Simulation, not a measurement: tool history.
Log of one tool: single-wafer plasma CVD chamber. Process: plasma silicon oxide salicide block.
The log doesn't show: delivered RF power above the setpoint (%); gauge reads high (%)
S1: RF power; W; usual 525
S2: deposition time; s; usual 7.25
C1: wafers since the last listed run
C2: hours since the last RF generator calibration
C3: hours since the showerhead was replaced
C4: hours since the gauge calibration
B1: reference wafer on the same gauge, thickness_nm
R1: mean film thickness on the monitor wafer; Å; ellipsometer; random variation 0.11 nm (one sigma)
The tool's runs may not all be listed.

Run 1, hour 0: usual settings; C1 0; C2 1847.5; C3 3667; C4 236.3; B1 77.895. Result: R1 681.46 Å.
Run 2, hour 15.6: usual settings but S1 590 W, S2 7.92 s; C1 419; C2 1863.1; C3 3682.6; C4 251.9; B1 77.872. Result: R1 779.47 Å.
Run 3, hour 29.8: usual settings; C1 381; C2 1877.3; C3 3696.8; C4 266.1; B1 77.911. Result: R1 681.81 Å.
Run 4, hour 45: usual settings; C1 408; C2 1892.5; C3 3712; C4 281.3; B1 77.896. Result: R1 680.71 Å.
Run 5, hour 55.3: usual settings but S1 465 W; C1 276; C2 1902.8; C3 3722.3; C4 291.6; B1 77.89. Result: R1 649.6 Å.
Run 6, hour 71.4: usual settings but S1 465 W; C1 432; C2 1918.9; C3 3738.4; C4 307.7; B1 77.896. Result: R1 649.13 Å.
Run 7, hour 85.7: usual settings but S1 485 W; C1 384; C2 1933.2; C3 3752.7; C4 322; B1 77.922. Result: R1 659.59 Å.
Run 8, hour 94.3: usual settings but S1 560 W; C1 231; C2 1941.8; C3 3761.3; C4 330.6; B1 77.902. Result: R1 701.67 Å.
Run 9, hour 109: usual settings but S1 560 W; C1 394; C2 1956.5; C3 3776; C4 345.3; B1 77.884. Result: R1 702.95 Å.
At hour 126.7: showerhead replaced.
Run 10, hour 127.2: usual settings; C1 273; C2 1974.7; C3 0.5; C4 363.5; B1 77.889. Result: R1 683.22 Å.
Run 11, hour 134.5: usual settings but S1 575 W; C1 196; C2 1982; C3 7.8; C4 370.8; B1 77.897. Result: R1 708.24 Å.
Run 12, hour 172.3: usual settings but S1 575 W; C1 1015; C2 2019.8; C3 45.6; C4 408.6; B1 77.904. Result: R1 707.43 Å.
Run 13, hour 182.7: usual settings but S1 575 W; C1 279; C2 2030.2; C3 56; C4 419; B1 77.897. Result: R1 707.02 Å.
At hour 194.2: RF generator calibrated.
Run 14, hour 197.6: usual settings; C1 185; C2 3.4; C3 70.9; C4 433.9; B1 77.897. Result: R1 705.63 Å.
Run 15, hour 204.7: usual settings; C1 190; C2 10.5; C3 78; C4 441; B1 77.917. Result: R1 706.91 Å.
At hour 208: gauge calibrated.
Run 16, hour 217.1: usual settings but S2 6.68 s; C1 333; C2 22.9; C3 90.4; C4 9.1; B1 77.915. Result: R1 650.06 Å.
Run 17, hour 226.1: usual settings; C1 241; C2 31.9; C3 99.4; C4 18.1; B1 77.896. Result: R1 705.17 Å.
Run 18, hour 241.3: usual settings but S1 420 W, S2 6.77 s; C1 408; C2 47.1; C3 114.6; C4 33.3; B1 77.909. Result: R1 596.95 Å.
Run 19, hour 254.5: usual settings but S1 610 W, S2 8.26 s; C1 354; C2 60.3; C3 127.8; C4 46.5; B1 77.897. Result: R1 851.78 Å.
Run 20, hour 270.2: usual settings but S1 575 W; C1 421; C2 76; C3 143.5; C4 62.2; B1 77.898. Result: R1 728.37 Å.
Run 21, hour 285: usual settings but S1 480 W, S2 6.27 s; C1 397; C2 90.8; C3 158.3; C4 77; B1 77.905. Result: R1 585.44 Å.
Run 22, hour 295.2: usual settings; C1 273; C2 101; C3 168.5; C4 87.2; B1 77.896. Result: R1 704.57 Å.
Run 23, hour 306.5: usual settings but S1 470 W; C1 303; C2 112.3; C3 179.8; C4 98.5; B1 77.881. Result: R1 671.31 Å.
Run 24, hour 323.7: usual settings but S1 420 W, S2 5.89 s; C1 462; C2 129.5; C3 197; C4 115.7; B1 77.916. Result: R1 519.12 Å.
Run 25, hour 336.2: usual settings but S1 460 W, S2 8.11 s; C1 335; C2 142; C3 209.5; C4 128.2; B1 77.899. Result: R1 739.24 Å.
Run 26, hour 354.1: usual settings but S1 485 W, S2 8.28 s; C1 480; C2 159.9; C3 227.4; C4 146.1; B1 77.903. Result: R1 772.62 Å.
Run 27, hour 368.6: usual settings but S1 485 W, S2 7.69 s; C1 389; C2 174.4; C3 241.9; C4 160.6; B1 77.903. Result: R1 719.2 Å.
Run 28, hour 378.9: usual settings but S2 6.66 s; C1 276; C2 184.7; C3 252.2; C4 170.9; B1 77.906. Result: R1 644.33 Å.
Run 29, hour 387.9: usual settings but S1 420 W, S2 6.77 s; C1 241; C2 193.7; C3 261.2; C4 179.9; B1 77.875. Result: R1 594.25 Å.
Run 30, hour 403.3: usual settings but S1 445 W, S2 7.64 s; C1 413; C2 209.1; C3 276.6; C4 195.3; B1 77.922. Result: R1 687.81 Å.
Run 31, hour 417.8: usual settings but S1 425 W, S2 8.44 s; C1 389; C2 223.6; C3 291.1; C4 209.8; B1 77.916. Result: R1 746.42 Å.

What the log doesn't show, run by run:
gauge reads high (%): 0 in every run
H1: delivered RF power above the setpoint (%)
run      H1
  1   -8.08
  2   -8.09
  3    -8.1
  4   -8.11
  5   -8.11
  6   -8.12
  7   -8.13
  8   -8.13
  9   -8.14
 10   -8.15
 11   -8.16
 12   -8.17
 13   -8.18
 14   -0.28
 15  -0.378
 16  -0.547
 17  -0.667
 18  -0.866
 19   -1.04
 20   -1.23
 21   -1.41
 22   -1.53
 23   -1.67
 24   -1.86
 25      -2
 26    -2.2
 27   -2.35
 28   -2.46
 29   -2.55
 30    -2.7
 31   -2.85
